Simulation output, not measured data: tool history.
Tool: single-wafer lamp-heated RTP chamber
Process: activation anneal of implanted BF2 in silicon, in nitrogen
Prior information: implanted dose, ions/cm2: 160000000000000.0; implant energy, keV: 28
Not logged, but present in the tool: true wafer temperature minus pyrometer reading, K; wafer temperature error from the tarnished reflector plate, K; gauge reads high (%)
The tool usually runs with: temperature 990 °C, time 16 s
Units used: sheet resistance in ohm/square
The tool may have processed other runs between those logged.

run,hour,temperature,time,wafers since the last listed run,wafers since the last pyrometer calibration,wafers since the reflector plate was cleaned,hours since the gauge calibration,"read-back reference wafer on the same gauge, sheet resistance",sheet resistance
1,0,990,16,0,3325,4206,181.4,539.15,601.96
# hour 99.6: pyrometer window cleaned and pyrometer calibrated
2,171.1,990,16,2357,1033,6563,352.5,539.05,600.91
3,200.7,990,16,427,1460,6990,382.1,539.24,601.87
4,248.3,977,9,687,2148,7678,429.7,539.19,611.41
5,299.3,990,23,737,2885,8415,480.7,539.04,599.29
# hour 354.1: reflector plate cleaned
6,361.2,990,16,778,3664,101,542.6,539.03,600.84
# hour 405.6: pyrometer window cleaned and pyrometer calibrated
7,406.1,990,16,533,7,635,587.5,539.01,599.16
8,459.4,990,16,770,777,1405,640.8,538.95,601.95
9,511.9,990,16,758,1536,2164,693.3,538.81,602.07
10,571.7,990,16,864,2400,3028,753.1,538.74,601.06
11,608.3,990,16,528,2929,3557,789.7,539.16,601.11
12,678.6,972,16,1015,3945,4573,860,539.12,609.82
13,716,984,9,540,4486,5113,897.4,539.17,605.41
# hour 745.1: pyrometer window cleaned and pyrometer calibrated
14,768.5,984,9,643,338,5756,949.9,539.13,605.14
15,825.3,990,22,820,1159,6577,1006.7,539.01,598.56
16,861,1014,25,515,1675,7093,1042.4,538.97,593.35
17,925,990,16,924,2600,8018,1106.4,538.87,600.81
18,961.8,975,13,531,3132,8550,1143.2,539.01,609.96
# hour 961.9: gauge calibrated
19,1015.8,1003,11,780,3912,9330,53.9,538.84,601.55
20,1063.7,1002,23,692,4605,10023,101.8,538.98,596.46
# hour 1089.9: pyrometer window cleaned and pyrometer calibrated
21,1091,990,11,278,16,10302,129.1,538.98,603.93
22,1141.2,975,25,725,742,11027,179.3,538.96,604.75
# hour 1149.7: reflector plate cleaned
23,1180.3,1017,7,449,1191,442,218.4,539.11,599.23
24,1242.9,975,13,904,2096,1346,281,538.93,608.97
25,1286.2,1002,25,625,2722,1972,324.3,538.83,597.12
26,1335.3,980,10,709,3431,2682,373.4,538.94,608.01
27,1384,990,21,703,4135,3385,422.1,539.07,598.87
# hour 1416.6: pyrometer window cleaned and pyrometer calibrated
28,1436.2,1015,6,638,283,4024,474.3,539.05,600.46
29,1506.1,973,14,1010,1293,5034,544.2,538.84,610.35
30,1572.9,1017,7,965,2258,6000,611,538.92,600.75
31,1599.1,990,16,378,2637,6378,637.2,538.91,602.27

What if the next run were any one of these 3? Each begins from the tool's condition after run 31:
A,1599.5,990,25,5,2643,6384,637.6,?,?
B,1599.5,1016,9,5,2643,6384,637.6,?,?
C,1599.5,998,7,5,2643,6384,637.6,?,?

run,"read-back reference wafer on the same gauge, sheet resistance",sheet resistance
A,538.9,598.9
B,538.9,599.25
C,538.9,602.91
What these runs would have given with no unlogged condition in the tool:
run,sheet resistance
A,598.9
B,599.25
C,602.91

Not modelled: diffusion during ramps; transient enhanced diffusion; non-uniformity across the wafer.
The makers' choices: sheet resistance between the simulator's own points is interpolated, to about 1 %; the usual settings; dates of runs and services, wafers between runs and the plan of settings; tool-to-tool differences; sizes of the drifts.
